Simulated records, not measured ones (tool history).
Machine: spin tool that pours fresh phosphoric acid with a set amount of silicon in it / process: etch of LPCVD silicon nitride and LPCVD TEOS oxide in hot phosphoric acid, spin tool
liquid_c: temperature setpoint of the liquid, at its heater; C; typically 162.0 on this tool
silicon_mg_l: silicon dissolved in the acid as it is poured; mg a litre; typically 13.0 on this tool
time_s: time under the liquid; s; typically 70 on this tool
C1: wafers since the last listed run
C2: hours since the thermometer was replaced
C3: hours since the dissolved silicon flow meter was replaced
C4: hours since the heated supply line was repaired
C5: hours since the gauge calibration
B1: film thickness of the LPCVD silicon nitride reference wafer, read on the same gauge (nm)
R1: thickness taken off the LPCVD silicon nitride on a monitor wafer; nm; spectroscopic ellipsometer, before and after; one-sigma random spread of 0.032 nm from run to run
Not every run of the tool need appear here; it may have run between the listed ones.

Run 1, day 0.000: usual settings but liquid_c 163.0 C, time_s 40 s; C1 0; C2 1453.3; C3 959.8; C4 3006.8; C5 487.4; B1 140.01. Result: R1 3.59 nm.
Run 2, day 0.742: usual settings but time_s 90 s; C1 216; C2 1471.1; C3 977.6; C4 3024.6; C5 505.2; B1 140.03. Result: R1 7.71 nm.
Run 3, day 1.746: usual settings but time_s 90 s; C1 293; C2 1495.2; C3 1001.7; C4 3048.7; C5 529.3; B1 140.04. Result: R1 7.77 nm.
At day 2.288: gauge calibrated.
Run 4, day 2.954: usual settings but liquid_c 161.0 C; C1 352; C2 1524.2; C3 1030.7; C4 3077.7; C5 16.0; B1 140.00. Result: R1 5.85 nm.
Run 5, day 4.050: usual settings but liquid_c 161.0 C; C1 320; C2 1550.5; C3 1057.0; C4 3104.0; C5 42.3; B1 140.02. Result: R1 5.82 nm.
Run 6, day 7.154: usual settings; C1 906; C2 1625.0; C3 1131.5; C4 3178.5; C5 116.8; B1 140.02. Result: R1 6.00 nm.
Run 7, day 7.896: usual settings; C1 216; C2 1642.8; C3 1149.3; C4 3196.3; C5 134.6; B1 139.99. Result: R1 5.97 nm.
Run 8, day 8.738: usual settings; C1 245; C2 1663.0; C3 1169.5; C4 3216.5; C5 154.8; B1 140.01. Result: R1 5.97 nm.
At day 9.792: heated supply line repaired.
Run 9, day 9.812: usual settings; C1 301; C2 1688.8; C3 1195.3; C4 0.5; C5 180.6; B1 139.97. Result: R1 5.98 nm.
Run 10, day 12.662: usual settings; C1 832; C2 1757.2; C3 1263.7; C4 68.9; C5 249.0; B1 139.99. Result: R1 5.94 nm.
Run 11, day 13.225: usual settings but silicon_mg_l 17.0 mg a litre; C1 164; C2 1770.7; C3 1277.2; C4 82.4; C5 262.5; B1 140.05. Result: R1 5.98 nm.
Run 12, day 13.975: usual settings; C1 219; C2 1788.7; C3 1295.2; C4 100.4; C5 280.5; B1 140.01. Result: R1 6.01 nm.
Run 13, day 14.792: usual settings but liquid_c 161.0 C, silicon_mg_l 19.5 mg a litre, time_s 50 s; C1 238; C2 1808.3; C3 1314.8; C4 120.0; C5 300.1; B1 139.97. Result: R1 4.13 nm.
At day 15.933: thermometer replaced.
At day 15.992: dissolved silicon flow meter replaced.
Run 14, day 16.112: usual settings; C1 361; C2 4.3; C3 2.9; C4 151.7; C5 331.8; B1 139.96. Result: R1 5.64 nm.
Run 15, day 17.604: usual settings but liquid_c 160.5 C; C1 435; C2 40.1; C3 38.7; C4 187.5; C5 367.6; B1 139.99. Result: R1 5.42 nm.
Run 16, day 18.942: usual settings but liquid_c 163.0 C, silicon_mg_l 9.0 mg a litre, time_s 30 s; C1 390; C2 72.2; C3 70.8; C4 219.6; C5 399.7; B1 140.01. Result: R1 2.52 nm.
At day 19.542: gauge calibrated.
At day 20.212: thermometer replaced, repeated, since the last time left the tool worse.
Run 17, day 20.333: usual settings but liquid_c 160.0 C, silicon_mg_l 19.5 mg a litre; C1 394; C2 2.9; C3 104.2; C4 253.0; C5 19.0; B1 139.98. Result: R1 5.84 nm.
Run 18, day 21.375: usual settings; C1 304; C2 27.9; C3 129.2; C4 278.0; C5 44.0; B1 139.99. Result: R1 6.32 nm.
Run 19, day 22.212: usual settings but liquid_c 164.0 C, silicon_mg_l 5.0 mg a litre, time_s 45 s; C1 244; C2 48.0; C3 149.3; C4 298.1; C5 64.1; B1 139.99. Result: R1 4.27 nm.
Run 20, day 22.725: usual settings but liquid_c 165.0 C; C1 149; C2 60.3; C3 161.6; C4 310.4; C5 76.4; B1 140.05. Result: R1 6.97 nm.
Run 21, day 23.546: usual settings but liquid_c 164.0 C, silicon_mg_l 17.5 mg a litre, time_s 40 s; C1 239; C2 80.0; C3 181.3; C4 330.1; C5 96.1; B1 140.00. Result: R1 3.84 nm.
Run 22, day 24.354: usual settings but liquid_c 164.0 C, silicon_mg_l 22.5 mg a litre; C1 236; C2 99.4; C3 200.7; C4 349.5; C5 115.5; B1 139.98. Result: R1 6.71 nm.
Run 23, day 24.971: usual settings; C1 180; C2 114.2; C3 215.5; C4 364.3; C5 130.3; B1 139.99. Result: R1 6.36 nm.

Forecast each of these 3 alternatives for the next run:
Run A, day 24.988: usual settings; C1 4; C2 114.6; C3 215.9; C4 364.7; C5 130.7; B1 ?. Result: R1 ?.
Run B, day 24.988: usual settings but liquid_c 160.0 C, silicon_mg_l 22.0 mg a litre, time_s 35 s; C1 4; C2 114.6; C3 215.9; C4 364.7; C5 130.7; B1 ?. Result: R1 ?.
Run C, day 24.988: usual settings but liquid_c 160.5 C, silicon_mg_l 9.0 mg a litre; C1 4; C2 114.6; C3 215.9; C4 364.7; C5 130.7; B1 ?. Result: R1 ?.

run      B1    R1
  A  139.98  6.35
  B  139.98  2.97
  C  139.98  6.04
Without the tool's hidden state the same runs would have given:
run    R1
  A  6.38
  B  2.98
  C  6.07
